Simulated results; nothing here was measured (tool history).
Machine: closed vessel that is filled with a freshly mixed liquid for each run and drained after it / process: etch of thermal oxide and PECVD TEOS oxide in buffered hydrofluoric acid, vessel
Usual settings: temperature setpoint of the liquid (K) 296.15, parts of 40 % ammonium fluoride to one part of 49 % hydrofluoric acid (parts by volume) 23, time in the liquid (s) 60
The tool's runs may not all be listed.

run	day	temperature setpoint of the liquid (K)	parts of 40 % ammonium fluoride to one part of 49 % hydrofluoric acid (parts by volume)	time in the liquid (s)	read-back film thickness of the thermal oxide reference wafer, read on the same gauge (nm)	read-back film thickness of the PECVD TEOS oxide reference wafer, read on the same gauge (nm)	thickness taken off the thermal oxide on a monitor wafer (Å)	thickness taken off the PECVD TEOS oxide on a monitor wafer (Å)
1	0	297.65	23	50	149.97	130.02	255.2	364.2
2	0.317	297.65	23	50	150	130.01	253.9	364.4
3	1.017	296.15	14	60	149.99	130.01	442.2	636.6
4	1.379	298.15	23	35	149.98	130.03	183.1	263.4
5	2.867	296.15	23	60	150.01	129.99	281.8	406
6	3.496	300.65	23	60	150.01	129.99	359.1	512.8
7	4.008	291.15	16	40	150.02	130.01	193.9	279.4
8	4.308	299.65	20.5	35	149.94	129.99	217.8	311.2
9	4.9	296.15	18.5	60	150	130.02	337.6	482.7
# day 6.375: hydrofluoric acid flow meter replaced
10	6.479	299.15	23	75	150.01	129.99	415.2	596.5
# day 6.833: thermometer replaced
11	7.221	292.15	23	85	150.04	130	319.5	455.9
12	7.754	298.65	23	60	149.94	129.99	323.5	461.5
13	8.321	300.65	23	70	150.03	129.99	420.7	597.2
14	8.633	296.15	23	85	150.01	130	400.5	565.6
15	9.679	299.15	23	75	149.95	129.98	417.4	589.9
16	10.279	298.65	28	70	150.03	130.05	328.5	469.4
17	11	296.15	23	60	150.01	130.03	283.6	402.5

Predict the results of run 18:
18	11.571	293.15	27	50	?	?	?	?

Run 18 produced read-back film thickness of the thermal oxide reference wafer, read on the same gauge (nm) 149.98, read-back film thickness of the PECVD TEOS oxide reference wafer, read on the same gauge (nm) 130.01, thickness taken off the thermal oxide on a monitor wafer (Å) 178.2, thickness taken off the PECVD TEOS oxide on a monitor wafer (Å) 252.6.
With the hidden condition absent and the run-to-run variation left alone, this run would have shown thickness taken off the thermal oxide on a monitor wafer (Å) 178.2, thickness taken off the PECVD TEOS oxide on a monitor wafer (Å) 252.6.
